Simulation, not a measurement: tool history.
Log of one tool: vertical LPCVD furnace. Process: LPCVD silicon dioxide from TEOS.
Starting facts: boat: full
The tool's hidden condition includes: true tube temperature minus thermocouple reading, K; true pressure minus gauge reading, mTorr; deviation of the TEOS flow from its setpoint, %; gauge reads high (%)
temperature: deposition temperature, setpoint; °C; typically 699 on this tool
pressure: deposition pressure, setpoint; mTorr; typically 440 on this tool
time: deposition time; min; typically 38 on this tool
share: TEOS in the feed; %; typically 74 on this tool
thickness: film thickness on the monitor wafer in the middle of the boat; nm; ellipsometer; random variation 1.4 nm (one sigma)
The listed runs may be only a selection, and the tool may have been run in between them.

run,hour,temperature,pressure,time,share,wafers since the last listed run,hours since the last temperature calibration,hours since the pressure gauge was zeroed,hours since the TEOS flow controller was replaced,hours since the gauge calibration,"read-back reference wafer on the same gauge, thickness",thickness
1,0,706,440,38,74,0,2192.9,1228.5,1117.9,676.8,411.13,430.08
2,73.8,699,440,38,74,656,2266.7,1302.3,1191.7,750.6,410.86,365.97
3,161,699,440,38,74,775,2353.9,1389.5,1278.9,837.8,411.33,367.23
# hour 242.3: gauge calibrated
4,423.2,699,480,38,74,2332,2616.1,1651.7,1541.1,180.9,410.66,382.33
5,522.9,699,480,38,74,886,2715.8,1751.4,1640.8,280.6,410.73,383.08
6,570.2,704,440,38,74,420,2763.1,1798.7,1688.1,327.9,410.51,412.43
7,652,704,440,38,74,727,2844.9,1880.5,1769.9,409.7,410.56,414.1
8,746.8,704,440,38,74,843,2939.7,1975.3,1864.7,504.5,410.59,411.99
9,835.6,689,385,38,74,789,3028.5,2064.1,1953.5,593.3,411.21,270.41
# hour 872.7: thermocouples replaced and temperature profile calibrated
10,933.1,706,440,38,74,653,60.4,2161.6,2051,690.8,411,429.9
11,1040.1,699,440,44,74,951,167.4,2268.6,2158,797.8,410.95,427.09
12,1102.6,699,440,38,74,555,229.9,2331.1,2220.5,860.3,410.95,367.98
# hour 1151.2: TEOS flow controller replaced
# hour 1183.8: gauge calibrated
13,1200.2,691,345,29,68,654,327.5,2428.7,49,16.4,410.9,199.6
14,1299,699,440,38,80,878,426.3,2527.5,147.8,115.2,410.66,383.59
# hour 1331.9: pressure gauge zeroed
15,1399.1,699,440,29.5,81,676,526.4,67.2,247.9,215.3,410.94,293.51
16,1459.8,699,440,38,74,539,587.1,127.9,308.6,276,411.21,360.48
17,1545.7,699,440,38,74,764,673,213.8,394.5,361.9,411.07,359.52
18,1594.8,699,440,43.5,74,436,722.1,262.9,443.6,411,411.09,414.02
19,1781.3,699,440,38,63,1658,908.6,449.4,630.1,597.5,410.64,334.04

5 options for the next run, each taken on its own from the tool as it stands now. Forecast them:
A,1786.5,699,440,38,74,46,913.8,454.6,635.3,602.7,?,?
B,1786.5,699,440,45,79,46,913.8,454.6,635.3,602.7,?,?
C,1786.5,699,410,25.5,74,46,913.8,454.6,635.3,602.7,?,?
D,1786.5,699,380,38,60,46,913.8,454.6,635.3,602.7,?,?
E,1786.5,696,440,42,74,46,913.8,454.6,635.3,602.7,?,?

run,"read-back reference wafer on the same gauge, thickness",thickness
A,411.84,363.45
B,411.84,444.71
C,411.84,235.52
D,411.84,304.38
E,411.84,374.5
Had the tool no hidden state, the same runs would have come out as:
run,thickness
A,361.64
B,442.49
C,234.26
D,302.63
E,372.64
